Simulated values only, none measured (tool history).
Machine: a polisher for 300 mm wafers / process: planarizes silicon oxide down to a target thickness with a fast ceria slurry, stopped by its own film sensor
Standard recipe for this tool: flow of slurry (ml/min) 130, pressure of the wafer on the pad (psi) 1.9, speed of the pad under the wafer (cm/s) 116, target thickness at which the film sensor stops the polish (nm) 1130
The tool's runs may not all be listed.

| run | day | flow of slurry (ml/min) | pressure of the wafer on the pad (psi) | speed of the pad under the wafer (cm/s) | target thickness at which the film sensor stops the polish (nm) | incoming thickness of the incoming film, nm | time until the film sensor stopped the polish (s) |
|---|---|---|---|---|---|---|---|
| 1 | 0 | 130 | 1.9 | 116 | 910 | 2095.4 | 100.2 |
|  | 1.788 | slurry nozzle cleaned |
| 2 | 2.812 | 130 | 1.9 | 116 | 910 | 2077.6 | 97.1 |
| 3 | 5.796 | 165 | 2.3 | 116 | 1130 | 2071.3 | 64.2 |
| 4 | 8.612 | 130 | 1.9 | 116 | 1258 | 2099.5 | 72.2 |
| 5 | 10.608 | 130 | 1.9 | 116 | 1258 | 2044.2 | 70.3 |
|  | 10.954 | head pressure recalibrated |
| 6 | 12.238 | 130 | 1.9 | 116 | 1258 | 2085.1 | 70.7 |
| 7 | 14.142 | 130 | 1.9 | 116 | 1130 | 2087.6 | 84.7 |
| 8 | 16.229 | 130 | 1.9 | 116 | 1130 | 2080.8 | 85.5 |
| 9 | 19.217 | 130 | 1.9 | 116 | 1130 | 2076.1 | 83.5 |
|  | 19.788 | worn pad replaced by a new one |
| 10 | 21.85 | 130 | 1.9 | 116 | 1130 | 2022.8 | 84.6 |
|  | 22.258 | slurry nozzle cleaned |
| 11 | 23.912 | 130 | 1.9 | 116 | 1130 | 2053.7 | 87 |
| 12 | 26.462 | 130 | 1.9 | 116 | 1130 | 2041.8 | 85.8 |
| 13 | 29.192 | 130 | 1.9 | 116 | 1130 | 2111.1 | 90.8 |
|  | 31.325 | head pressure recalibrated |
| 14 | 33.967 | 130 | 1.9 | 116 | 1130 | 2052.4 | 90.4 |
| 15 | 35.967 | 130 | 1.9 | 116 | 1130 | 2040.7 | 86.4 |
| 16 | 36.992 | 130 | 1.6 | 116 | 1130 | 2080.3 | 107.6 |
|  | 42.592 | worn pad replaced by a new one, repeated, since the last time left the tool worse |
| 17 | 43.75 | 160 | 2.3 | 116 | 1130 | 2030.8 | 58.7 |
|  | 46.921 | slurry nozzle cleaned |
|  | 49.858 | head pressure recalibrated |
| 18 | 50.088 | 130 | 1.5 | 116 | 1130 | 2095.8 | 104.9 |
| 19 | 51.842 | 110 | 1.2 | 116 | 1222 | 2087.4 | 119 |
| 20 | 53.825 | 170 | 1.9 | 144 | 1130 | 2071.7 | 66.2 |
| 21 | 55.254 | 130 | 2.2 | 116 | 1335 | 2063 | 54.4 |
| 22 | 56.746 | 130 | 1.9 | 116 | 856 | 2077.9 | 106.3 |
| 23 | 58.512 | 130 | 1.9 | 116 | 1130 | 2086.3 | 80.7 |

For run 24, what comes out?
| 24 | 60.854 | 110 | 2.4 | 126 | 801 | 2084.9 | ? |

Run 24 gave time until the film sensor stopped the polish (s) 87.
If the tool had no hidden condition, the same run with the same run-to-run variation would have returned time until the film sensor stopped the polish (s) 84.

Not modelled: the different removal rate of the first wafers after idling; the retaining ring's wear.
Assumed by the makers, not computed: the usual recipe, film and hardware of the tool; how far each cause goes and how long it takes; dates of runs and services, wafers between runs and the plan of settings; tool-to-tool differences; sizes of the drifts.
